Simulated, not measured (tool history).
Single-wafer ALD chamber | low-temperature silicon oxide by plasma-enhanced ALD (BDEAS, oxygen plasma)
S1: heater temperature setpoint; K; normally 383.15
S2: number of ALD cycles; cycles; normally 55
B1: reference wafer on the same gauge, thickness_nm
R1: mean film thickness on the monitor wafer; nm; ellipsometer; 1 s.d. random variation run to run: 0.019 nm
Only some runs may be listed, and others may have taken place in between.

{"run": 1, "day": 0.0, "S1": 383.15, "S2": 55, "B1": 7.696, "R1": 7.638}
{"run": 2, "day": 2.408, "S1": 383.15, "S2": 55, "B1": 7.692, "R1": 7.627}
{"run": 3, "day": 4.212, "S1": 383.15, "S2": 55, "B1": 7.688, "R1": 7.626}
{"run": 4, "day": 7.379, "S1": 383.15, "S2": 55, "B1": 7.695, "R1": 7.619}
{"run": 5, "day": 9.092, "S1": 383.15, "S2": 55, "B1": 7.687, "R1": 7.595}
{"run": 6, "day": 12.625, "S1": 383.15, "S2": 55, "B1": 7.69, "R1": 7.638}
{"run": 7, "day": 14.433, "S1": 379.15, "S2": 58, "B1": 7.694, "R1": 8.084}
{"run": 8, "day": 16.862, "S1": 379.15, "S2": 58, "B1": 7.685, "R1": 8.101}
{"run": 9, "day": 19.871, "S1": 379.15, "S2": 58, "B1": 7.688, "R1": 8.097}
{"run": 10, "day": 21.796, "S1": 390.15, "S2": 55, "B1": 7.687, "R1": 7.531}
{"run": 11, "day": 24.396, "S1": 390.15, "S2": 55, "B1": 7.688, "R1": 7.561}
{"run": 12, "day": 27.396, "S1": 390.15, "S2": 55, "B1": 7.692, "R1": 7.57}
{"run": 13, "day": 29.238, "S1": 383.15, "S2": 63, "B1": 7.69, "R1": 8.764}
{"day": 30.104, "done": "gauge calibrated"}
{"run": 14, "day": 33.433, "S1": 383.15, "S2": 63, "B1": 7.688, "R1": 8.763}
{"run": 15, "day": 37.25, "S1": 383.15, "S2": 55, "B1": 7.697, "R1": 7.604}
{"run": 16, "day": 39.179, "S1": 383.15, "S2": 55, "B1": 7.687, "R1": 7.672}
{"run": 17, "day": 42.375, "S1": 383.15, "S2": 48, "B1": 7.691, "R1": 6.678}
{"run": 18, "day": 45.2, "S1": 383.15, "S2": 48, "B1": 7.688, "R1": 6.685}
{"run": 19, "day": 49.283, "S1": 397.15, "S2": 55, "B1": 7.686, "R1": 7.498}
{"run": 20, "day": 53.258, "S1": 372.15, "S2": 46, "B1": 7.691, "R1": 6.608}
{"day": 54.942, "done": "thermocouple changed; heater temperature recalibrated"}
{"run": 21, "day": 55.375, "S1": 396.15, "S2": 58, "B1": 7.69, "R1": 7.851}
{"run": 22, "day": 57.175, "S1": 378.15, "S2": 49, "B1": 7.691, "R1": 6.838}
{"run": 23, "day": 59.729, "S1": 378.15, "S2": 63, "B1": 7.688, "R1": 8.765}
{"run": 24, "day": 62.158, "S1": 371.15, "S2": 55, "B1": 7.691, "R1": 7.729}
{"run": 25, "day": 66.312, "S1": 383.15, "S2": 61, "B1": 7.689, "R1": 8.441}
{"run": 26, "day": 68.8, "S1": 390.15, "S2": 55, "B1": 7.694, "R1": 7.508}
{"run": 27, "day": 73.233, "S1": 379.15, "S2": 58, "B1": 7.69, "R1": 8.094}
{"day": 74.488, "done": "gauge calibrated"}
{"run": 28, "day": 76.8, "S1": 378.15, "S2": 46, "B1": 7.691, "R1": 6.401}
{"run": 29, "day": 80.079, "S1": 387.15, "S2": 55, "B1": 7.687, "R1": 7.574}
{"run": 30, "day": 82.012, "S1": 387.15, "S2": 55, "B1": 7.694, "R1": 7.528}
{"run": 31, "day": 86.488, "S1": 388.15, "S2": 45, "B1": 7.687, "R1": 6.165}
{"run": 32, "day": 89.779, "S1": 372.15, "S2": 49, "B1": 7.69, "R1": 6.894}
{"run": 33, "day": 92.838, "S1": 390.15, "S2": 55, "B1": 7.694, "R1": 7.54}
{"run": 34, "day": 96.992, "S1": 379.15, "S2": 58, "B1": 7.692, "R1": 8.058}
{"run": 35, "day": 99.671, "S1": 374.15, "S2": 59, "B1": 7.689, "R1": 8.255}
{"run": 36, "day": 101.583, "S1": 383.15, "S2": 55, "B1": 7.691, "R1": 7.629}

Below are 4 alternative next runs, each starting from the tool's condition after run 36. Predict each:
{"run": "A", "day": 101.604, "S1": 396.15, "S2": 55, "B1": "?", "R1": "?"}
{"run": "B", "day": 101.604, "S1": 394.15, "S2": 60, "B1": "?", "R1": "?"}
{"run": "C", "day": 101.604, "S1": 392.15, "S2": 49, "B1": "?", "R1": "?"}
{"run": "D", "day": 101.604, "S1": 373.15, "S2": 50, "B1": "?", "R1": "?"}

run=A B1=7.687 R1=7.429
run=B B1=7.687 R1=8.131
run=C B1=7.687 R1=6.662
run=D B1=7.687 R1=7.013
With no hidden state in the tool, these same runs would have given:
run=A R1=7.409
run=B R1=8.11
run=C R1=6.645
run=D R1=6.992

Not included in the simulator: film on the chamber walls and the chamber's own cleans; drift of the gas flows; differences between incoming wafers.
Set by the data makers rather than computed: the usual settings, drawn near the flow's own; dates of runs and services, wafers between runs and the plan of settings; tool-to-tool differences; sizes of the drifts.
